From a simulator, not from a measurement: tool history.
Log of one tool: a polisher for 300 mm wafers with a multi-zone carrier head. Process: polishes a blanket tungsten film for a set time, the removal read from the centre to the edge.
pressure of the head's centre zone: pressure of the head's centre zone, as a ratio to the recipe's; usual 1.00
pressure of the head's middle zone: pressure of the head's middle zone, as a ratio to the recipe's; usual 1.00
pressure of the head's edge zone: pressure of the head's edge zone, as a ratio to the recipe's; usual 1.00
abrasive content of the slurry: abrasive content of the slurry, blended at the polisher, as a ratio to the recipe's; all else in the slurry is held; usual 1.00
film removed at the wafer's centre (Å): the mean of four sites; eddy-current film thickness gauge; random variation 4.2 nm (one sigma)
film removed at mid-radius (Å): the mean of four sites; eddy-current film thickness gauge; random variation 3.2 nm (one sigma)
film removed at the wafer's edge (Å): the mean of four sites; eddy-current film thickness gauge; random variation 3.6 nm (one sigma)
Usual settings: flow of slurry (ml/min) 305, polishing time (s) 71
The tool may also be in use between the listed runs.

run    hour  flow of slurry (ml/min)  pressure of the head's centre zone  pressure of the head's middle zone  pressure of the head's edge zone  abrasive content of the slurry  polishing time (s)  incoming thickness of the incoming film, nm  film removed at the wafer's centre (Å)  film removed at mid-radius (Å)  film removed at the wafer's edge (Å)
  1     0.0                      305                                1.00                                1.00                              1.00                            1.00                  84                                       1513.3                                    4179                            3698                                  3850
       61.1  -- centre zone pressure recalibrated
  2    94.0                      305                                1.00                                1.00                              0.92                            1.00                  71                                       1512.8                                    3343                            3156                                  3079
  3   157.0                      305                                1.00                                1.00                              1.08                            1.00                  71                                       1515.0                                    3278                            3112                                  3295
  4   255.6                      220                                1.00                                1.00                              1.00                            1.00                  71                                       1520.8                                    3176                            2918                                  3064
  5   336.5                      305                                1.00                                1.00                              1.00                            0.90                  71                                       1523.0                                    3151                            2939                                  2983
      347.9  -- worn pad replaced by a new one
      378.6  -- carrier head's membrane replaced by a new one
  6   405.9                      305                                0.95                                1.00                              1.00                            1.00                  71                                       1528.8                                    3349                            3234                                  3270
      491.2  -- slurry nozzle cleaned
  7   503.6                      305                                1.00                                1.00                              0.93                            1.00                  71                                       1524.5                                    3440                            3188                                  3120
  8   556.4                      305                                1.00                                1.00                              1.00                            1.00                  71                                       1506.8                                    3561                            3200                                  3213
  9   615.0                      305                                1.00                                1.00                              1.08                            1.20                  71                                       1493.4                                    3647                            3305                                  3422
 10   663.3                      305                                1.00                                1.00                              1.00                            1.00                  71                                       1540.8                                    3489                            3115                                  3253
 11   714.5                      305                                1.00                                1.00                              1.00                            1.00                  71                                       1515.2                                    3503                            3126                                  3212
 12   767.5                      305                                1.00                                1.00                              1.00                            1.00                  71                                       1499.0                                    3445                            3116                                  3230
 13   836.7                      305                                1.00                                1.00                              1.00                            1.00                  48                                       1518.5                                    2279                            2080                                  2107
 14   885.3                      305                                1.00                                1.00                              1.10                            1.15                  71                                       1543.2                                    3484                            3135                                  3423
 15   942.4                      305                                0.89                                1.00                              1.00                            1.00                  78                                       1532.9                                    3536                            3334                                  3374
      972.6  -- worn pad replaced by a new one
 16   995.9                      305                                1.00                                0.92                              1.00                            0.90                  71                                       1509.1                                    3503                            2935                                  3138
     1011.8  -- carrier head's membrane replaced by a new one
 17  1054.6                      305                                1.00                                1.00                              1.00                            0.85                  84                                       1541.9                                    4068                            3585                                  3788
     1061.1  -- slurry nozzle cleaned
 18  1090.8                      210                                1.11                                1.00                              1.00                            1.00                  59                                       1519.9                                    3053                            2507                                  2615
 19  1181.7                      305                                1.00                                1.00                              1.00                            1.00                  71                                       1514.6                                    3571                            3200                                  3249
 20  1242.2                      305                                1.10                                0.95                              1.00                            1.00                  57                                       1500.6                                    3093                            2445                                  2608
 21  1323.0                      305                                1.00                                1.00                              1.00                            1.00                  61                                       1532.4                                    3026                            2717                                  2743

What the log doesn't show, run by run:
slurry flow missing at the pad, %: 0 in every run
deviation of the edge zone's pressure from its setpoint, %: 0 in every run
H1: removal rate lost through wear of the pad, %
H2: deviation of the centre zone's pressure from its setpoint, %
run     H1    H2
  1   1.31  10.5
  2   2.22  1.47
  3   2.98  2.96
  4   4.42  4.93
  5   5.83  6.26
  6  0.548  7.22
  7  0.869  8.37
  8   1.16  8.89
  9   1.59   9.4
 10   2.03  9.78
 11   2.56  10.1
 12    3.2  10.5
 13   4.17  10.9
 14   4.93  11.1
 15   5.93  11.3
 16  0.728  11.5
 17  0.823  11.7
 18  0.935  11.9
 19   1.39  12.1
 20   1.84  12.2
 21   2.61  12.4
